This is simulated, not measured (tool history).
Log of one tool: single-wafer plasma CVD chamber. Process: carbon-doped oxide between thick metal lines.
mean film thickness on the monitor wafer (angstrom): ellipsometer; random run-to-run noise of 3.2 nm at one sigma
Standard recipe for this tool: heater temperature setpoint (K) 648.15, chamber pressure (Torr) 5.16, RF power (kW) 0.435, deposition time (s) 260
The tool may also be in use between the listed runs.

run	day	heater temperature setpoint (K)	chamber pressure (Torr)	RF power (kW)	deposition time (s)	wafers since the last listed run	hours since the last thermocouple change	hours since the last RF generator calibration	hours since the last manometer calibration	hours since the showerhead was replaced	hours since the gauge calibration	read-back reference wafer on the same gauge, thickness_nm	mean film thickness on the monitor wafer (angstrom)
1	0.000	648.15	5.16	0.435	260	0	587.2	1995.4	1047.7	5844.2	579.2	1060.245	10512.03
2	0.804	648.15	5.16	0.435	260	154	606.5	2014.7	1067.0	5863.5	598.5	1060.728	10525.49
3	1.892	648.15	5.16	0.435	260	208	632.6	2040.8	1093.1	5889.6	624.6	1060.042	10484.58
4	2.700	658.15	5.16	0.435	260	155	652.0	2060.2	1112.5	5909.0	644.0	1059.727	10312.87
5	3.917	658.15	5.16	0.435	260	233	681.2	2089.4	1141.7	5938.2	673.2	1060.189	10335.13
6	5.192	648.15	5.16	0.390	260	244	711.8	2120.0	1172.3	5968.8	703.8	1059.754	9945.18
7	6.329	648.15	5.16	0.390	260	218	739.1	2147.3	1199.6	5996.1	731.1	1060.592	9932.33
8	7.275	648.15	5.16	0.435	260	181	761.8	2170.0	1222.3	6018.8	753.8	1059.730	10486.09
9	8.488	648.15	5.16	0.435	260	232	790.9	2199.1	1251.4	6047.9	782.9	1059.421	10480.51
10	9.167	644.15	5.16	0.435	260	130	807.2	2215.4	1267.7	6064.2	799.2	1060.016	10586.56
11	9.812	644.15	5.16	0.435	260	124	822.7	2230.9	1283.2	6079.7	814.7	1060.307	10624.75
12	10.471	658.15	4.21	0.435	260	126	838.5	2246.7	1299.0	6095.5	830.5	1059.498	9941.67
# day 10.788: gauge calibrated
13	11.083	648.15	5.16	0.435	260	117	853.2	2261.4	1313.7	6110.2	7.1	1059.959	10539.53
14	12.517	648.15	5.16	0.435	260	275	887.6	2295.8	1348.1	6144.6	41.5	1059.049	10493.89
# day 12.875: capacitance manometer re-zeroed and calibrated
15	13.067	648.15	5.16	0.500	260	41	900.8	2309.0	4.6	6157.8	54.7	1059.345	11367.18
# day 13.921: showerhead replaced
# day 14.450: RF generator calibrated
16	14.471	648.15	5.16	0.390	260	141	934.5	0.5	38.3	13.2	88.4	1059.964	10377.87
17	15.125	653.15	6.03	0.435	236	125	950.2	16.2	54.0	28.9	104.1	1059.988	10059.66
18	16.396	648.15	5.16	0.435	227	244	980.7	46.7	84.5	59.4	134.6	1060.535	9524.62
19	17.392	659.15	5.16	0.360	212	191	1004.6	70.6	108.4	83.3	158.5	1059.744	7911.66
20	18.846	648.15	5.16	0.435	260	279	1039.5	105.5	143.3	118.2	193.4	1059.671	10950.50
21	19.742	648.15	5.16	0.480	260	172	1061.0	127.0	164.8	139.7	214.9	1059.764	11426.00
# day 23.654: thermocouple changed; heater temperature recalibrated
22	23.729	648.15	5.16	0.435	260	701	1.8	222.7	260.5	235.4	310.6	1059.546	10776.37
23	24.646	648.15	5.16	0.435	260	176	23.8	244.7	282.5	257.4	332.6	1059.931	10818.79
24	25.821	648.15	5.16	0.475	214	225	52.0	272.9	310.7	285.6	360.8	1060.278	9308.52
25	26.488	661.15	5.16	0.435	260	128	68.0	288.9	326.7	301.6	376.8	1060.168	10515.29
26	27.304	654.15	4.54	0.435	276	156	87.6	308.5	346.3	321.2	396.4	1060.252	11093.34
27	28.529	640.15	5.16	0.435	298	235	117.0	337.9	375.7	350.6	425.8	1060.312	12541.23
28	29.129	637.15	5.16	0.435	260	115	131.4	352.3	390.1	365.0	440.2	1058.976	11037.06
29	29.967	648.15	5.16	0.480	260	160	151.5	372.4	410.2	385.1	460.3	1058.835	11304.03

What the log doesn't show, run by run:
wafer temperature above the value expected at the setpoint (K): 0 in every run
true pressure above the setpoint (%): 0 in every run
gauge reads high (%): 0 in every run
H1: delivered RF power above the setpoint (%)
run	H1
1	-8.49
2	-8.5
3	-8.52
4	-8.53
5	-8.55
6	-8.57
7	-8.59
8	-8.6
9	-8.62
10	-8.63
11	-8.64
12	-8.64
13	-8.65
14	-8.67
15	-8.68
16	-0.935
17	-1.12
18	-1.46
19	-1.71
20	-2.08
21	-2.29
22	-3.17
23	-3.35
24	-3.58
25	-3.71
26	-3.86
27	-4.08
28	-4.19
29	-4.33
